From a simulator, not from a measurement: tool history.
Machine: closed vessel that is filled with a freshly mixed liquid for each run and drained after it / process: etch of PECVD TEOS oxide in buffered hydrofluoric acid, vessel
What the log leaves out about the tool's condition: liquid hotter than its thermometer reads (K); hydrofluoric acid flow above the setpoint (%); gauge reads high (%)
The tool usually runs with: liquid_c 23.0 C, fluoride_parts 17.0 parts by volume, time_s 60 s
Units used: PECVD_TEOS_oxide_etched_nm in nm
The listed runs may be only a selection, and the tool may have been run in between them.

run     day  liquid_c  fluoride_parts  time_s  wafers since the last listed run  hours since the thermometer was replaced  hours since the hydrofluoric acid flow meter was replaced  hours since the gauge calibration  read-back film thickness of the PECVD TEOS oxide reference wafer, read on the same gauge (nm)  PECVD_TEOS_oxide_etched_nm
  1   0.000      23.0            17.0      60                                 0                                    2646.8                                                      773.0                              667.5                                                                                          70.02                       81.15
  2   0.779      23.0            17.0      60                              1906                                    2665.5                                                      791.7                              686.2                                                                                          70.00                       79.35
  3   1.817      23.0            17.0      60                              2538                                    2690.4                                                      816.6                              711.1                                                                                          69.98                       81.38
  4   2.775      23.0            17.0      60                              2345                                    2713.4                                                      839.6                              734.1                                                                                          70.01                       81.04
  5   3.288      23.0            17.0      80                              1254                                    2725.7                                                      851.9                              746.4                                                                                          69.99                      109.38
  6   4.221      23.0            17.0      80                              2284                                    2748.1                                                      874.3                              768.8                                                                                          70.02                      107.74
  7   4.850      23.0            17.0      60                              1539                                    2763.2                                                      889.4                              783.9                                                                                          70.00                       81.62
  8   5.775      23.0            21.0      85                              2263                                    2785.4                                                      911.6                              806.1                                                                                          69.98                       93.13
      6.842  -- gauge calibrated
  9   9.292      23.0            17.0      60                              8605                                    2869.8                                                      996.0                               58.8                                                                                          69.98                       84.31
 10   9.954      23.0            17.0      60                              1621                                    2885.7                                                     1011.9                               74.7                                                                                          70.00                       82.25
 11  11.279      28.0            13.5      30                              3242                                    2917.5                                                     1043.7                              106.5                                                                                          69.99                       67.84
 12  12.233      26.5            11.0      40                              2334                                    2940.4                                                     1066.6                              129.4                                                                                          70.02                      103.16
 13  12.842      23.0            11.5      60                              1488                                    2955.0                                                     1081.2                              144.0                                                                                          70.00                      123.66
 14  13.529      23.0            17.0      60                              1682                                    2971.5                                                     1097.7                              160.5                                                                                          69.97                       82.10
 15  14.646      18.0            22.0      60                              2732                                    2998.3                                                     1124.5                              187.3                                                                                          69.99                       49.34
     15.158  -- thermometer replaced
     15.733  -- hydrofluoric acid flow meter replaced
 16  15.958      21.5            17.0      60                              3007                                      19.2                                                        5.4                              218.8                                                                                          69.99                       62.67
 17  17.025      26.5            19.0      80                              2610                                      44.8                                                       31.0                              244.4                                                                                          70.00                       98.36
 18  18.033      28.0            17.0      60                              2467                                      69.0                                                       55.2                              268.6                                                                                          70.00                       90.01

What will run 19 give?
 19  18.838      27.0            17.0      90                              1967                                      88.3                                                       74.5                              287.9                                                                                              ?                           ?

Run 19 produced read-back film thickness of the PECVD TEOS oxide reference wafer, read on the same gauge (nm) 70.00, PECVD_TEOS_oxide_etched_nm 127.85 nm.
With the hidden condition absent and the run-to-run variation left alone, this run would have shown PECVD_TEOS_oxide_etched_nm 125.16 nm.
